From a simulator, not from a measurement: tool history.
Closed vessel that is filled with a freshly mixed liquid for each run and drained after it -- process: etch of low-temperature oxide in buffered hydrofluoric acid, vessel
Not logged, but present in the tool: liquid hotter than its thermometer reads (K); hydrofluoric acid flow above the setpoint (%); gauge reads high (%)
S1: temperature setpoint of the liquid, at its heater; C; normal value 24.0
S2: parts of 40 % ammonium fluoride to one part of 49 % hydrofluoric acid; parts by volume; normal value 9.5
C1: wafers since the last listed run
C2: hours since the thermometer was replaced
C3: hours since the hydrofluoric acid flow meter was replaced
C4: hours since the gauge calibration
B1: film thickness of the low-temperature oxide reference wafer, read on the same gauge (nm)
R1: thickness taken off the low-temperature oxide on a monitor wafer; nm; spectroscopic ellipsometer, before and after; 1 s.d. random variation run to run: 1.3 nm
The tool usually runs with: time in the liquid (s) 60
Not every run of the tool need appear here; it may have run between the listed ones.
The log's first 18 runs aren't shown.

run 19 hour=1312.4 | S1=22.5 S2=13.0 time_in_the_liquid_(s)=60 | C1=21984 C2=290.9 C3=750.3 C4=759.2 | B1=141.96 | R1=210.75
run 20 hour=1360.8 | S1=28.5 S2=12.5 time_in_the_liquid_(s)=70 | C1=3664 C2=339.3 C3=798.7 C4=807.6 | B1=142.08 | R1=353.22
run 21 hour=1417.4 | S1=24.0 S2=9.5 time_in_the_liquid_(s)=60 | C1=4284 C2=395.9 C3=855.3 C4=864.2 | B1=142.20 | R1=307.08
run 22 hour=1454.6 | S1=24.0 S2=9.5 time_in_the_liquid_(s)=60 | C1=2816 C2=433.1 C3=892.5 C4=901.4 | B1=142.24 | R1=307.41
run 23 hour=1505.7 | S1=22.5 S2=8.0 time_in_the_liquid_(s)=95 | C1=3868 C2=484.2 C3=943.6 C4=952.5 | B1=142.30 | R1=524.81
run 24 hour=1583.7 | S1=20.0 S2=11.5 time_in_the_liquid_(s)=40 | C1=5905 C2=562.2 C3=1021.6 C4=1030.5 | B1=142.44 | R1=138.11
run 25 hour=1640.2 | S1=24.0 S2=9.5 time_in_the_liquid_(s)=45 | C1=4277 C2=618.7 C3=1078.1 C4=1087.0 | B1=142.51 | R1=230.76
run 26 hour=1677.4 | S1=26.0 S2=12.5 time_in_the_liquid_(s)=40 | C1=2816 C2=655.9 C3=1115.3 C4=1124.2 | B1=142.55 | R1=178.19
run 27 hour=1777.4 | S1=24.0 S2=6.0 time_in_the_liquid_(s)=60 | C1=7570 C2=755.9 C3=1215.3 C4=1224.2 | B1=142.68 | R1=479.68
run 28 hour=1814.8 | S1=24.0 S2=11.0 time_in_the_liquid_(s)=45 | C1=2831 C2=793.3 C3=1252.7 C4=1261.6 | B1=142.72 | R1=203.08
run 29 hour=1861.3 | S1=24.0 S2=9.5 time_in_the_liquid_(s)=60 | C1=3520 C2=839.8 C3=1299.2 C4=1308.1 | B1=142.81 | R1=307.24
run 30 hour=1904.1 | S1=24.0 S2=9.5 time_in_the_liquid_(s)=60 | C1=3240 C2=882.6 C3=1342.0 C4=1350.9 | B1=142.81 | R1=308.15
run 31 hour=1982.8 | S1=28.5 S2=8.0 time_in_the_liquid_(s)=80 | C1=5958 C2=961.3 C3=1420.7 C4=1429.6 | B1=142.88 | R1=611.59
-- hour=1993.1 hydrofluoric acid flow meter replaced
run 32 hour=2058.2 | S1=24.0 S2=9.5 time_in_the_liquid_(s)=70 | C1=5632 C2=1036.7 C3=65.1 C4=1505.0 | B1=142.94 | R1=357.37

Here are 4 independent what-if runs from the current tool condition. What would each one return?
run A hour=2058.9 | S1=24.0 S2=9.5 time_in_the_liquid_(s)=95 | C1=52 C2=1037.4 C3=65.8 C4=1505.7 | B1=? | R1=?
run B hour=2058.9 | S1=25.5 S2=9.5 time_in_the_liquid_(s)=35 | C1=52 C2=1037.4 C3=65.8 C4=1505.7 | B1=? | R1=?
run C hour=2058.9 | S1=24.0 S2=12.5 time_in_the_liquid_(s)=60 | C1=52 C2=1037.4 C3=65.8 C4=1505.7 | B1=? | R1=?
run D hour=2058.9 | S1=21.0 S2=9.5 time_in_the_liquid_(s)=80 | C1=52 C2=1037.4 C3=65.8 C4=1505.7 | B1=? | R1=?

run=A B1=142.94 R1=487.43
run=B B1=142.94 R1=194.80
run=C B1=142.94 R1=239.77
run=D B1=142.94 R1=347.98
Stripped of hidden state, with their random variation kept, the same runs would have yielded:
run=A R1=477.40
run=B R1=190.79
run=C R1=234.83
run=D R1=340.82
